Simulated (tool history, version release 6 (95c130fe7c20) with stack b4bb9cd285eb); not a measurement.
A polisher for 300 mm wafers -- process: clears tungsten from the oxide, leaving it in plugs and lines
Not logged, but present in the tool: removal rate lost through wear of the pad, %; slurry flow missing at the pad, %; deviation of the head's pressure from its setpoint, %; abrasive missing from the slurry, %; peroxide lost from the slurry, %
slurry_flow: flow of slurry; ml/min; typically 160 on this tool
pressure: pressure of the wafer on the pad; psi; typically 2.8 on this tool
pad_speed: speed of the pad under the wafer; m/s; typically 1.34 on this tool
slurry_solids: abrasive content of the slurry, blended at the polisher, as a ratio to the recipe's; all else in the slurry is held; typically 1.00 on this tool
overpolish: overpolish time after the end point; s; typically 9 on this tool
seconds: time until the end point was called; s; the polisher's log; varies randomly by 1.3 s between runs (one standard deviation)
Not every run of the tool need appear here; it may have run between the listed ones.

| run | day | slurry_flow | pressure | pad_speed | slurry_solids | overpolish | wafers since the last listed run | wafers polished on this pad | hours since the slurry nozzle was cleaned | hours since the head pressure was calibrated | hours since the slurry blender was calibrated | hours since the slurry got fresh peroxide | incoming thickness of the incoming film, nm | seconds |
|---|---|---|---|---|---|---|---|---|---|---|---|---|---|---|
| 1 | 0.000 | 160 | 2.8 | 1.34 | 1.00 | 9 | 0 | 984 | 388.4 | 244.9 | 46.5 | 26.0 | 394.6 | 73.3 |
|  | 1.579 | worn pad replaced by a new one |
| 2 | 2.579 | 160 | 2.8 | 1.34 | 0.85 | 9 | 503 | 208 | 450.3 | 306.8 | 108.4 | 87.9 | 400.0 | 76.9 |
| 3 | 4.071 | 160 | 2.8 | 1.34 | 0.85 | 9 | 311 | 519 | 486.1 | 342.6 | 144.2 | 123.7 | 396.7 | 75.2 |
| 4 | 5.421 | 160 | 2.8 | 1.34 | 1.00 | 9 | 281 | 801 | 518.5 | 375.0 | 176.6 | 156.1 | 393.9 | 72.5 |
|  | 6.108 | slurry tank refilled with fresh slurry and peroxide |
| 5 | 7.721 | 160 | 2.8 | 1.34 | 1.00 | 9 | 470 | 1272 | 573.7 | 430.2 | 231.8 | 38.7 | 403.6 | 77.0 |
|  | 8.846 | worn pad replaced by a new one |
| 6 | 10.071 | 160 | 2.8 | 1.34 | 1.00 | 9 | 455 | 255 | 630.1 | 486.6 | 288.2 | 95.1 | 396.0 | 72.5 |
| 7 | 11.167 | 160 | 2.8 | 1.34 | 1.00 | 9 | 228 | 483 | 656.4 | 512.9 | 314.5 | 121.4 | 397.4 | 74.2 |
| 8 | 12.567 | 180 | 2.8 | 1.34 | 1.00 | 9 | 291 | 775 | 690.0 | 546.5 | 348.1 | 155.0 | 397.8 | 73.8 |
|  | 12.825 | slurry tank refilled with fresh slurry and peroxide |
|  | 13.383 | head pressure recalibrated |
| 9 | 15.454 | 135 | 2.8 | 1.34 | 1.00 | 9 | 576 | 1351 | 759.3 | 49.7 | 417.4 | 63.1 | 408.0 | 80.4 |
|  | 16.371 | worn pad replaced by a new one |
|  | 16.388 | slurry blender recalibrated |
| 10 | 16.554 | 175 | 2.8 | 1.34 | 1.00 | 9 | 191 | 35 | 785.7 | 76.1 | 4.0 | 89.5 | 398.5 | 74.6 |
|  | 19.154 | slurry tank refilled with fresh slurry and peroxide |
| 11 | 19.342 | 160 | 2.8 | 1.66 | 1.00 | 9 | 572 | 607 | 852.6 | 143.0 | 70.9 | 4.5 | 402.3 | 62.9 |
|  | 20.588 | slurry nozzle cleaned |
| 12 | 21.921 | 160 | 2.8 | 1.34 | 1.00 | 9 | 529 | 1136 | 32.0 | 204.9 | 132.8 | 66.4 | 405.4 | 73.2 |
|  | 22.617 | worn pad replaced by a new one |
| 13 | 23.417 | 160 | 2.8 | 1.34 | 1.00 | 7 | 277 | 167 | 67.9 | 240.8 | 168.7 | 102.3 | 398.3 | 74.4 |
| 14 | 24.475 | 175 | 2.8 | 1.34 | 1.00 | 9 | 220 | 387 | 93.3 | 266.2 | 194.1 | 127.7 | 394.5 | 72.9 |
|  | 25.117 | slurry tank refilled with fresh slurry and peroxide |
| 15 | 27.217 | 160 | 3.3 | 1.34 | 0.75 | 9 | 563 | 950 | 159.1 | 332.0 | 259.9 | 50.4 | 403.3 | 69.8 |
|  | 28.742 | worn pad replaced by a new one |
| 16 | 29.908 | 160 | 3.1 | 1.34 | 1.00 | 9 | 526 | 243 | 223.7 | 396.6 | 324.5 | 115.0 | 398.1 | 67.9 |
| 17 | 32.508 | 160 | 2.8 | 1.34 | 1.00 | 9 | 542 | 785 | 286.1 | 459.0 | 386.9 | 177.4 | 396.1 | 71.2 |
|  | 32.871 | slurry tank refilled with fresh slurry and peroxide |
| 18 | 33.975 | 160 | 2.8 | 1.72 | 1.00 | 9 | 297 | 1083 | 321.3 | 494.2 | 422.1 | 26.5 | 399.3 | 55.9 |

Forecast each of these 3 alternatives for the next run:
| A | 33.996 | 160 | 2.8 | 1.34 | 1.00 | 9 | 4 | 1087 | 321.8 | 494.7 | 422.6 | 27.0 | 402.6 | ? |
| B | 33.996 | 180 | 2.8 | 1.34 | 1.00 | 10 | 4 | 1087 | 321.8 | 494.7 | 422.6 | 27.0 | 402.6 | ? |
| C | 33.996 | 160 | 3.7 | 1.34 | 0.70 | 9 | 4 | 1087 | 321.8 | 494.7 | 422.6 | 27.0 | 402.6 | ? |

| run | seconds |
|---|---|
| A | 75.1 |
| B | 73.9 |
| C | 66.7 |
With no hidden state in the tool, these same runs would have given:
| run | seconds |
|---|---|
| A | 80.6 |
| B | 79.3 |
| C | 71.7 |
